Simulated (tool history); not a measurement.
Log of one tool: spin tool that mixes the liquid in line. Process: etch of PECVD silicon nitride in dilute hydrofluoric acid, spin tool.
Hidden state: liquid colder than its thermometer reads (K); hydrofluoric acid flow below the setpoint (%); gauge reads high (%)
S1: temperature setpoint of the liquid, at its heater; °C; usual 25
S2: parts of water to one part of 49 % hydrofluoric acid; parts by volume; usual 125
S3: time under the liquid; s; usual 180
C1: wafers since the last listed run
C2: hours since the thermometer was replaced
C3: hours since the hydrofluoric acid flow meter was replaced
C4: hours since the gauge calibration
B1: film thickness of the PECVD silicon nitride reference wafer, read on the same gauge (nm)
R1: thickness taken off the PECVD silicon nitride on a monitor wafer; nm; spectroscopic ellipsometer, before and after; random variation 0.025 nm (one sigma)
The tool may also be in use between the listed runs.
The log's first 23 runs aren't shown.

Run 24, hour 1335.5: usual settings; C1 302; C2 1233.7; C3 1520.7; C4 1008.5; B1 60.279. Result: R1 2.705 nm.
Run 25, hour 1396.2: usual settings but S1 23.5 °C; C1 534; C2 1294.4; C3 1581.4; C4 1069.2; B1 60.335. Result: R1 2.402 nm.
Run 26, hour 1437.9: usual settings but S3 210 s; C1 366; C2 1336.1; C3 1623.1; C4 1110.9; B1 60.367. Result: R1 3.16 nm.
Run 27, hour 1487.8: usual settings; C1 439; C2 1386; C3 1673; C4 1160.8; B1 60.479. Result: R1 2.711 nm.
Run 28, hour 1519.9: usual settings but S1 22.5 °C, S2 90 parts by volume; C1 282; C2 1418.1; C3 1705.1; C4 1192.9; B1 60.5. Result: R1 3.173 nm.
Run 29, hour 1562.1: usual settings but S1 29 °C, S2 140 parts by volume, S3 75 s; C1 371; C2 1460.3; C3 1747.3; C4 1235.1; B1 60.527. Result: R1 1.306 nm.
Run 30, hour 1591.8: usual settings but S2 165 parts by volume, S3 280 s; C1 261; C2 1490; C3 1777; C4 1264.8; B1 60.532. Result: R1 3.162 nm.
Run 31, hour 1625.6: usual settings but S2 90 parts by volume, S3 85 s; C1 297; C2 1523.8; C3 1810.8; C4 1298.6; B1 60.619. Result: R1 1.768 nm.
Run 32, hour 1657.9: usual settings; C1 284; C2 1556.1; C3 1843.1; C4 1330.9; B1 60.73. Result: R1 2.716 nm.
Run 33, hour 1687.7: usual settings; C1 262; C2 1585.9; C3 1872.9; C4 1360.7; B1 60.739. Result: R1 2.718 nm.

3 ways to go on from here, each from the tool as it stands after run 33. What would each give?
Run A, hour 1688.2: usual settings; C1 4; C2 1586.4; C3 1873.4; C4 1361.2; B1 ?. Result: R1 ?.
Run B, hour 1688.2: usual settings but S1 20.5 °C, S2 80 parts by volume, S3 150 s; C1 4; C2 1586.4; C3 1873.4; C4 1361.2; B1 ?. Result: R1 ?.
Run C, hour 1688.2: usual settings but S1 29 °C; C1 4; C2 1586.4; C3 1873.4; C4 1361.2; B1 ?. Result: R1 ?.

run      B1     R1
  A  60.697  2.687
  B  60.697  2.574
  C  60.697  3.464
Without the tool's hidden state the same runs would have given:
run     R1
  A  2.654
  B  2.543
  C  3.422
